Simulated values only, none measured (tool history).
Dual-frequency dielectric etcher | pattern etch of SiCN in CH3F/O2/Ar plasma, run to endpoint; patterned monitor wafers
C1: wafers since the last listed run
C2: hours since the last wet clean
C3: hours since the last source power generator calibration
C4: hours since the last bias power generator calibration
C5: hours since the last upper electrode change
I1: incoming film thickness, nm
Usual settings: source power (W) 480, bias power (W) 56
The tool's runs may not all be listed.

Run 1, hour 0.0: usual settings; C1 0; C2 300.0; C3 4144.8; C4 1563.5; C5 2367.5; I1 11.89. Result: endpoint time (s) 32.7.
Run 2, hour 30.0: usual settings; C1 610; C2 330.0; C3 4174.8; C4 1593.5; C5 2397.5; I1 12.04. Result: endpoint time (s) 33.0.
Run 3, hour 47.8: usual settings; C1 362; C2 347.8; C3 4192.6; C4 1611.3; C5 2415.3; I1 11.87. Result: endpoint time (s) 33.2.
Run 4, hour 60.1: usual settings but source power (W) 430, bias power (W) 50; C1 250; C2 360.1; C3 4204.9; C4 1623.6; C5 2427.6; I1 11.94. Result: endpoint time (s) 36.4.
Run 5, hour 74.6: usual settings but source power (W) 390, bias power (W) 60; C1 294; C2 374.6; C3 4219.4; C4 1638.1; C5 2442.1; I1 11.88. Result: endpoint time (s) 34.7.
Run 6, hour 103.3: usual settings but source power (W) 440, bias power (W) 52; C1 583; C2 403.3; C3 4248.1; C4 1666.8; C5 2470.8; I1 11.77. Result: endpoint time (s) 34.9.
Run 7, hour 120.7: usual settings but source power (W) 420; C1 353; C2 420.7; C3 4265.5; C4 1684.2; C5 2488.2; I1 11.96. Result: endpoint time (s) 35.1.
Run 8, hour 134.9: usual settings; C1 288; C2 434.9; C3 4279.7; C4 1698.4; C5 2502.4; I1 11.86. Result: endpoint time (s) 32.4.
Run 9, hour 158.4: usual settings but source power (W) 570; C1 477; C2 458.4; C3 4303.2; C4 1721.9; C5 2525.9; I1 11.98. Result: endpoint time (s) 31.4.
Run 10, hour 175.5: usual settings but source power (W) 520; C1 347; C2 475.5; C3 4320.3; C4 1739.0; C5 2543.0; I1 11.89. Result: endpoint time (s) 31.8.
At hour 180.2: source power generator calibrated.
Run 11, hour 192.8: usual settings but source power (W) 520; C1 270; C2 492.8; C3 12.6; C4 1756.3; C5 2560.3; I1 11.86. Result: endpoint time (s) 32.4.
Run 12, hour 217.2: usual settings but source power (W) 520; C1 496; C2 517.2; C3 37.0; C4 1780.7; C5 2584.7; I1 11.94. Result: endpoint time (s) 31.8.
Run 13, hour 231.7: usual settings but bias power (W) 53; C1 294; C2 531.7; C3 51.5; C4 1795.2; C5 2599.2; I1 12.01. Result: endpoint time (s) 34.2.
Run 14, hour 251.3: usual settings but source power (W) 370; C1 398; C2 551.3; C3 71.1; C4 1814.8; C5 2618.8; I1 11.88. Result: endpoint time (s) 36.2.
Run 15, hour 276.2: usual settings but source power (W) 430, bias power (W) 63; C1 506; C2 576.2; C3 96.0; C4 1839.7; C5 2643.7; I1 11.94. Result: endpoint time (s) 32.8.
Run 16, hour 296.9: usual settings; C1 420; C2 596.9; C3 116.7; C4 1860.4; C5 2664.4; I1 11.88. Result: endpoint time (s) 32.6.
Run 17, hour 320.3: usual settings but source power (W) 520, bias power (W) 64; C1 475; C2 620.3; C3 140.1; C4 1883.8; C5 2687.8; I1 11.92. Result: endpoint time (s) 30.0.
At hour 336.7: bias power generator calibrated.
At hour 354.3: upper electrode replaced.
Run 18, hour 354.8: usual settings but source power (W) 410, bias power (W) 50; C1 262; C2 654.8; C3 174.6; C4 18.1; C5 0.5; I1 11.98. Result: endpoint time (s) 36.7.
Run 19, hour 368.1: usual settings but source power (W) 420, bias power (W) 50; C1 270; C2 668.1; C3 187.9; C4 31.4; C5 13.8; I1 11.91. Result: endpoint time (s) 36.1.
At hour 399.1: wet clean of the chamber.
Run 20, hour 399.6: usual settings but source power (W) 420, bias power (W) 51; C1 152; C2 0.5; C3 219.4; C4 62.9; C5 45.3; I1 11.84. Result: endpoint time (s) 36.4.
Run 21, hour 404.7: usual settings but source power (W) 580; C1 103; C2 5.6; C3 224.5; C4 68.0; C5 50.4; I1 11.94. Result: endpoint time (s) 31.2.
Run 22, hour 416.9: usual settings but source power (W) 590, bias power (W) 51; C1 248; C2 17.8; C3 236.7; C4 80.2; C5 62.6; I1 12.00. Result: endpoint time (s) 32.2.
Run 23, hour 438.9: usual settings; C1 447; C2 39.8; C3 258.7; C4 102.2; C5 84.6; I1 11.73. Result: endpoint time (s) 32.5.
Run 24, hour 453.6: usual settings but source power (W) 410, bias power (W) 63; C1 298; C2 54.5; C3 273.4; C4 116.9; C5 99.3; I1 11.77. Result: endpoint time (s) 32.2.
Run 25, hour 468.6: usual settings; C1 305; C2 69.5; C3 288.4; C4 131.9; C5 114.3; I1 11.81. Result: endpoint time (s) 33.0.
Run 26, hour 485.7: usual settings but source power (W) 370, bias power (W) 61; C1 347; C2 86.6; C3 305.5; C4 149.0; C5 131.4; I1 11.84. Result: endpoint time (s) 34.7.
Run 27, hour 504.7: usual settings but source power (W) 540, bias power (W) 64; C1 386; C2 105.6; C3 324.5; C4 168.0; C5 150.4; I1 11.88. Result: endpoint time (s) 29.8.

3 ways to go on from here, each from the tool as it stands after run 27. What would each give?
Run A, hour 505.1: usual settings; C1 8; C2 106.0; C3 324.9; C4 168.4; C5 150.8; I1 11.91. Result: endpoint time (s) ?.
Run B, hour 505.1: usual settings but bias power (W) 44; C1 8; C2 106.0; C3 324.9; C4 168.4; C5 150.8; I1 11.91. Result: endpoint time (s) ?.
Run C, hour 505.1: usual settings but source power (W) 430, bias power (W) 66; C1 8; C2 106.0; C3 324.9; C4 168.4; C5 150.8; I1 11.91. Result: endpoint time (s) ?.

run  endpoint time (s)
  A               32.7
  B               36.6
  C               31.6
Without the tool's hidden state the same runs would have given:
run  endpoint time (s)
  A               32.7
  B               36.6
  C               31.6
